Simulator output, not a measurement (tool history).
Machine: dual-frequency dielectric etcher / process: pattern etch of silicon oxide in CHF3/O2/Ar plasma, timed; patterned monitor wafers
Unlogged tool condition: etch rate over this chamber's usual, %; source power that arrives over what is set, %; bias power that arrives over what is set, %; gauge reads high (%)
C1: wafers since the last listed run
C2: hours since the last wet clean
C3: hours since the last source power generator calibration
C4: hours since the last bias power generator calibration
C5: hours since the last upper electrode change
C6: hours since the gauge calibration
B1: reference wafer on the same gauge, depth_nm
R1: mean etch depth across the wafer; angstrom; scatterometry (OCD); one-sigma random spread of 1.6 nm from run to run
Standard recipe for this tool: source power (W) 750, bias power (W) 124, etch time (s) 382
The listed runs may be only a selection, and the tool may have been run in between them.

run 1 day=0 | source_power_(W)=750 bias_power_(W)=124 etch_time_(s)=382 | C1=0 C2=244 C3=2759.1 C4=2899.3 C5=2590.1 C6=467 | B1=732.9 | R1=7293
run 2 day=1.808 | source_power_(W)=750 bias_power_(W)=124 etch_time_(s)=382 | C1=186 C2=287.4 C3=2802.5 C4=2942.7 C5=2633.5 C6=510.4 | B1=733.3 | R1=7287
run 3 day=3.054 | source_power_(W)=750 bias_power_(W)=124 etch_time_(s)=382 | C1=128 C2=317.3 C3=2832.4 C4=2972.6 C5=2663.4 C6=540.3 | B1=733.6 | R1=7276
run 4 day=5.546 | source_power_(W)=750 bias_power_(W)=124 etch_time_(s)=382 | C1=256 C2=377.1 C3=2892.2 C4=3032.4 C5=2723.2 C6=600.1 | B1=733.9 | R1=7308
-- day=8.229 wet clean of the chamber
run 5 day=8.379 | source_power_(W)=750 bias_power_(W)=124 etch_time_(s)=382 | C1=188 C2=3.6 C3=2960.2 C4=3100.4 C5=2791.2 C6=668.1 | B1=734.8 | R1=7318
run 6 day=10.208 | source_power_(W)=750 bias_power_(W)=145 etch_time_(s)=382 | C1=188 C2=47.5 C3=3004.1 C4=3144.3 C5=2835.1 C6=712 | B1=735.2 | R1=7770
run 7 day=11.338 | source_power_(W)=750 bias_power_(W)=145 etch_time_(s)=382 | C1=116 C2=74.6 C3=3031.2 C4=3171.4 C5=2862.2 C6=739.1 | B1=735.4 | R1=7777
-- day=12.062 source power generator calibrated
run 8 day=13.325 | source_power_(W)=750 bias_power_(W)=124 etch_time_(s)=382 | C1=187 C2=122.3 C3=30.3 C4=3219.1 C5=2909.9 C6=786.8 | B1=735.8 | R1=7345
-- day=15.775 upper electrode replaced
run 9 day=16.25 | source_power_(W)=750 bias_power_(W)=124 etch_time_(s)=382 | C1=198 C2=192.5 C3=100.5 C4=3289.3 C5=11.4 C6=857 | B1=736.8 | R1=7340
run 10 day=19.875 | source_power_(W)=750 bias_power_(W)=124 etch_time_(s)=382 | C1=373 C2=279.5 C3=187.5 C4=3376.3 C5=98.4 C6=944 | B1=737.9 | R1=7359
run 11 day=21.279 | source_power_(W)=840 bias_power_(W)=149 etch_time_(s)=382 | C1=144 C2=313.2 C3=221.2 C4=3410 C5=132.1 C6=977.7 | B1=738.6 | R1=8319
run 12 day=23.088 | source_power_(W)=920 bias_power_(W)=148 etch_time_(s)=438 | C1=186 C2=356.6 C3=264.6 C4=3453.4 C5=175.5 C6=1021.1 | B1=739.1 | R1=9828
run 13 day=24.696 | source_power_(W)=850 bias_power_(W)=124 etch_time_(s)=382 | C1=165 C2=395.2 C3=303.2 C4=3492 C5=214.1 C6=1059.7 | B1=739.9 | R1=7778
-- day=25.154 gauge calibrated
-- day=26.904 wet clean of the chamber
run 14 day=26.979 | source_power_(W)=750 bias_power_(W)=124 etch_time_(s)=382 | C1=132 C2=1.8 C3=358 C4=3546.8 C5=268.9 C6=43.8 | B1=731.7 | R1=7301
run 15 day=28.654 | source_power_(W)=750 bias_power_(W)=124 etch_time_(s)=382 | C1=172 C2=42 C3=398.2 C4=3587 C5=309.1 C6=84 | B1=731.6 | R1=7308
-- day=30.558 bias power generator calibrated
run 16 day=30.579 | source_power_(W)=750 bias_power_(W)=97 etch_time_(s)=303.5 | C1=181 C2=88.2 C3=444.4 C4=0.5 C5=355.3 C6=130.2 | B1=731.5 | R1=5259
run 17 day=33.396 | source_power_(W)=820 bias_power_(W)=112 etch_time_(s)=382 | C1=290 C2=155.8 C3=512 C4=68.1 C5=422.9 C6=197.8 | B1=731.9 | R1=7262
run 18 day=35.771 | source_power_(W)=610 bias_power_(W)=97 etch_time_(s)=267.5 | C1=244 C2=212.8 C3=569 C4=125.1 C5=479.9 C6=254.8 | B1=732 | R1=4246
run 19 day=37.312 | source_power_(W)=750 bias_power_(W)=124 etch_time_(s)=382 | C1=158 C2=249.8 C3=606 C4=162.1 C5=516.9 C6=291.8 | B1=732.3 | R1=7322
run 20 day=38.9 | source_power_(W)=910 bias_power_(W)=139 etch_time_(s)=382 | C1=163 C2=287.9 C3=644.1 C4=200.2 C5=555 C6=329.9 | B1=732.5 | R1=8231

List, for all runs, the conditions of the tool that the log does not record:
etch rate over this chamber's usual, %: 0 across all the runs
source power that arrives over what is set, %: 0 across all the runs
bias power that arrives over what is set, %: 0 across all the runs
H1: gauge reads high (%)
run=1 H1=0.268
run=2 H1=0.311
run=3 H1=0.343
run=4 H1=0.412
run=5 H1=0.5
run=6 H1=0.561
run=7 H1=0.601
run=8 H1=0.675
run=9 H1=0.792
run=10 H1=0.951
run=11 H1=1.02
run=12 H1=1.11
run=13 H1=1.19
run=14 H1=0.0782
run=15 H1=0.0834
run=16 H1=0.0935
run=17 H1=0.116
run=18 H1=0.142
run=19 H1=0.163
run=20 H1=0.187
